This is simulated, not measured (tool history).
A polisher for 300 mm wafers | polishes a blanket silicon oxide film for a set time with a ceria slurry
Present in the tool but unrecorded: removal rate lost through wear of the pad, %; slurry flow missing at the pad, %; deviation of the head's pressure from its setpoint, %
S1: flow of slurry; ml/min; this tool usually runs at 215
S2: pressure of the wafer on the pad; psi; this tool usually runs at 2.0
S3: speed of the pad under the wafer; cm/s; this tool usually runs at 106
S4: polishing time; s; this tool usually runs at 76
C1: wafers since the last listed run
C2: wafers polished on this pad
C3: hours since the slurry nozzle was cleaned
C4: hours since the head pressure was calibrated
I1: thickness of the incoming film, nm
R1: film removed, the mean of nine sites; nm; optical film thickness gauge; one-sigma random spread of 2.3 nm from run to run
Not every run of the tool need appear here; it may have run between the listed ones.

{"run": 1, "hour": 0.0, "S1": 215, "S2": 2.0, "S3": 106, "S4": 76, "C1": 0, "C2": 825, "C3": 158.0, "C4": 543.2, "I1": 1713.4, "R1": 273.6}
{"run": 2, "hour": 14.4, "S1": 215, "S2": 2.0, "S3": 106, "S4": 76, "C1": 98, "C2": 924, "C3": 172.4, "C4": 557.6, "I1": 1683.8, "R1": 274.0}
{"run": 3, "hour": 35.8, "S1": 215, "S2": 2.0, "S3": 106, "S4": 76, "C1": 147, "C2": 1071, "C3": 193.8, "C4": 579.0, "I1": 1728.0, "R1": 269.5}
{"run": 4, "hour": 53.9, "S1": 265, "S2": 2.0, "S3": 106, "S4": 76, "C1": 124, "C2": 1195, "C3": 211.9, "C4": 597.1, "I1": 1723.3, "R1": 275.9}
{"hour": 59.7, "done": "worn pad replaced by a new one"}
{"run": 5, "hour": 89.6, "S1": 265, "S2": 2.0, "S3": 106, "S4": 76, "C1": 217, "C2": 205, "C3": 247.6, "C4": 632.8, "I1": 1719.3, "R1": 276.9}
{"run": 6, "hour": 119.2, "S1": 265, "S2": 2.0, "S3": 106, "S4": 76, "C1": 203, "C2": 408, "C3": 277.2, "C4": 662.4, "I1": 1714.7, "R1": 270.9}
{"run": 7, "hour": 143.8, "S1": 215, "S2": 2.0, "S3": 106, "S4": 76, "C1": 168, "C2": 577, "C3": 301.8, "C4": 687.0, "I1": 1672.1, "R1": 265.1}
{"run": 8, "hour": 174.9, "S1": 215, "S2": 2.0, "S3": 106, "S4": 76, "C1": 213, "C2": 791, "C3": 332.9, "C4": 718.1, "I1": 1697.1, "R1": 263.1}
{"hour": 188.5, "done": "slurry nozzle cleaned"}
{"run": 9, "hour": 192.9, "S1": 215, "S2": 2.0, "S3": 106, "S4": 76, "C1": 116, "C2": 908, "C3": 4.4, "C4": 736.1, "I1": 1693.0, "R1": 281.7}
{"hour": 217.6, "done": "worn pad replaced by a new one"}
{"run": 10, "hour": 218.3, "S1": 215, "S2": 2.0, "S3": 106, "S4": 76, "C1": 147, "C2": 4, "C3": 29.8, "C4": 761.5, "I1": 1733.1, "R1": 277.9}
{"run": 11, "hour": 239.1, "S1": 215, "S2": 2.0, "S3": 106, "S4": 76, "C1": 142, "C2": 147, "C3": 50.6, "C4": 782.3, "I1": 1700.8, "R1": 277.6}
{"run": 12, "hour": 258.2, "S1": 215, "S2": 2.0, "S3": 106, "S4": 76, "C1": 131, "C2": 278, "C3": 69.7, "C4": 801.4, "I1": 1685.8, "R1": 274.8}
{"run": 13, "hour": 290.6, "S1": 215, "S2": 2.0, "S3": 106, "S4": 76, "C1": 222, "C2": 501, "C3": 102.1, "C4": 833.8, "I1": 1679.8, "R1": 273.3}
{"run": 14, "hour": 320.7, "S1": 215, "S2": 2.0, "S3": 106, "S4": 76, "C1": 206, "C2": 707, "C3": 132.2, "C4": 863.9, "I1": 1700.0, "R1": 275.0}
{"run": 15, "hour": 333.5, "S1": 215, "S2": 2.0, "S3": 106, "S4": 76, "C1": 87, "C2": 795, "C3": 145.0, "C4": 876.7, "I1": 1688.6, "R1": 276.0}
{"run": 16, "hour": 361.3, "S1": 215, "S2": 2.0, "S3": 78, "S4": 76, "C1": 190, "C2": 986, "C3": 172.8, "C4": 904.5, "I1": 1718.1, "R1": 201.7}
{"run": 17, "hour": 389.8, "S1": 215, "S2": 1.8, "S3": 96, "S4": 76, "C1": 195, "C2": 1182, "C3": 201.3, "C4": 933.0, "I1": 1691.0, "R1": 226.1}
{"run": 18, "hour": 403.4, "S1": 215, "S2": 2.4, "S3": 118, "S4": 76, "C1": 93, "C2": 1276, "C3": 214.9, "C4": 946.6, "I1": 1735.4, "R1": 346.3}
{"hour": 409.7, "done": "worn pad replaced by a new one"}
{"run": 19, "hour": 483.2, "S1": 215, "S2": 2.0, "S3": 106, "S4": 76, "C1": 520, "C2": 505, "C3": 294.7, "C4": 1026.4, "I1": 1697.9, "R1": 268.1}
{"run": 20, "hour": 516.4, "S1": 215, "S2": 2.0, "S3": 106, "S4": 76, "C1": 228, "C2": 733, "C3": 327.9, "C4": 1059.6, "I1": 1697.2, "R1": 266.2}
{"run": 21, "hour": 541.2, "S1": 260, "S2": 1.7, "S3": 74, "S4": 90, "C1": 170, "C2": 903, "C3": 352.7, "C4": 1084.4, "I1": 1693.9, "R1": 196.7}

Estimate the outcome of run 22 from the log above:
{"run": 22, "hour": 590.1, "S1": 265, "S2": 2.5, "S3": 106, "S4": 76, "C1": 335, "C2": 1239, "C3": 401.6, "C4": 1133.3, "I1": 1703.1, "R1": "?"}

{"run 22": {"R1": 326.4}}
Minus the tool's unlogged condition, the same run would have read R1 321.2 nm.
